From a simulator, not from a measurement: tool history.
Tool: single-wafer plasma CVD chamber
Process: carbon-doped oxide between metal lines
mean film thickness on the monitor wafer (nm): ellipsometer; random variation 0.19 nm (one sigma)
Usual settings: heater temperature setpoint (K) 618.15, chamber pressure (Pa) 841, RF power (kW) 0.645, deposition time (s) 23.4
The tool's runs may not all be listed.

run,day,heater temperature setpoint (K),chamber pressure (Pa),RF power (kW),deposition time (s),wafers since the last listed run,hours since the last thermocouple change,hours since the last RF generator calibration,hours since the last manometer calibration,hours since the showerhead was replaced,hours since the gauge calibration,"read-back reference wafer on the same gauge, thickness_nm",mean film thickness on the monitor wafer (nm)
1,0.000,618.15,841,0.645,23.4,0,2075.2,1851.6,1655.9,3609.5,110.9,131.018,120.040
2,0.400,627.15,841,0.645,23.4,210,2084.8,1861.2,1665.5,3619.1,120.5,131.101,116.177
3,1.012,618.15,841,0.645,23.4,322,2099.5,1875.9,1680.2,3633.8,135.2,131.105,119.604
4,2.062,618.15,841,0.645,23.4,552,2124.7,1901.1,1705.4,3659.0,160.4,130.969,119.795
5,2.675,618.15,841,0.645,23.4,322,2139.4,1915.8,1720.1,3673.7,175.1,131.032,119.723
# day 4.721: capacitance manometer re-zeroed and calibrated
6,4.742,618.15,841,0.645,23.4,911,2189.0,1965.4,0.5,3723.3,224.7,131.015,119.686
7,4.754,618.15,841,0.645,23.4,6,2189.3,1965.7,0.8,3723.6,225.0,130.971,119.811
# day 5.550: thermocouple changed; heater temperature recalibrated
8,5.571,618.15,841,0.645,26.2,254,0.5,1985.3,20.4,3743.2,244.6,131.042,133.920
9,5.775,618.15,841,0.645,26.2,107,5.4,1990.2,25.3,3748.1,249.5,131.002,134.010
10,6.488,618.15,841,0.645,23.4,374,22.5,2007.3,42.4,3765.2,266.6,130.966,119.517
11,7.079,618.15,841,0.645,23.4,311,36.7,2021.5,56.6,3779.4,280.8,130.972,119.648
# day 7.517: gauge calibrated
# day 7.621: RF generator calibrated
12,7.642,613.15,841,0.645,23.4,120,50.2,0.5,70.1,3792.9,3.0,131.044,126.002
13,8.012,618.15,841,0.645,23.4,195,59.1,9.4,79.0,3801.8,11.9,131.005,123.998
14,8.400,622.15,841,0.645,23.4,203,68.4,18.7,88.3,3811.1,21.2,130.979,122.521
15,8.712,618.15,841,0.645,23.4,164,75.9,26.2,95.8,3818.6,28.7,130.969,123.744
16,8.971,611.15,1028,0.585,18.9,135,82.1,32.4,102.0,3824.8,34.9,131.005,98.193
17,9.579,618.15,751,0.645,23.4,319,96.7,47.0,116.6,3839.4,49.5,130.983,122.248
18,10.229,625.15,660,0.645,23.4,341,112.3,62.6,132.2,3855.0,65.1,130.922,116.404
19,10.679,618.15,841,0.645,23.4,236,123.1,73.4,143.0,3865.8,75.9,131.033,123.320
# day 11.046: showerhead replaced
20,11.067,611.15,841,0.590,27.8,28,132.4,82.7,152.3,0.5,85.2,131.058,141.708
21,11.483,605.15,787,0.645,21.3,219,142.4,92.7,162.3,10.5,95.2,131.036,116.636
22,11.954,618.15,841,0.545,25.5,247,153.7,104.0,173.6,21.8,106.5,131.045,120.724
23,12.433,623.15,841,0.690,23.4,251,165.2,115.5,185.1,33.3,118.0,130.925,126.221
24,14.392,618.15,776,0.645,23.4,1029,212.2,162.5,232.1,80.3,165.0,130.948,121.836
25,14.912,618.15,971,0.580,27.2,273,224.7,175.0,244.6,92.8,177.5,130.986,135.178
26,15.346,618.15,939,0.765,26.2,227,235.1,185.4,255.0,103.2,187.9,130.993,153.603
27,15.708,618.15,841,0.735,26.3,190,243.8,194.1,263.7,111.9,196.6,130.910,148.812
28,16.138,618.15,841,0.760,23.4,225,254.1,204.4,274.0,122.2,206.9,130.899,135.882

Hidden state or all else? Some run-to-run changes of mean film thickness on the monitor wafer (nm), split into what the settings, what came in and random variation would give without the hidden state, and what is left for the hidden state (with any gauge scatter that isn't in both results):
The hidden state here: wafer temperature above the value expected at the setpoint (K); delivered RF power above the setpoint (%); true pressure above the setpoint (%); gauge reads high (%).
Run 9 -> 10: deposition time (s) 26.2 -> 23.4. mean film thickness on the monitor wafer (nm) -14.493: hidden state +0.547, all else -15.040.
Run 11 -> 12: heater temperature setpoint (K) 618.15 -> 613.15, gauge calibrated, RF generator calibrated. mean film thickness on the monitor wafer (nm) +6.354: hidden state +4.198, all else +2.156.
Run 15 -> 16: heater temperature setpoint (K) 618.15 -> 611.15, chamber pressure (Pa) 841 -> 1028, RF power (kW) 0.645 -> 0.585, deposition time (s) 23.4 -> 18.9. mean film thickness on the monitor wafer (nm) -25.551: hidden state +0.079, all else -25.630.
Run 20 -> 21: heater temperature setpoint (K) 611.15 -> 605.15, chamber pressure (Pa) 841 -> 787, RF power (kW) 0.590 -> 0.645, deposition time (s) 27.8 -> 21.3. mean film thickness on the monitor wafer (nm) -25.072: hidden state +0.121, all else -25.193.

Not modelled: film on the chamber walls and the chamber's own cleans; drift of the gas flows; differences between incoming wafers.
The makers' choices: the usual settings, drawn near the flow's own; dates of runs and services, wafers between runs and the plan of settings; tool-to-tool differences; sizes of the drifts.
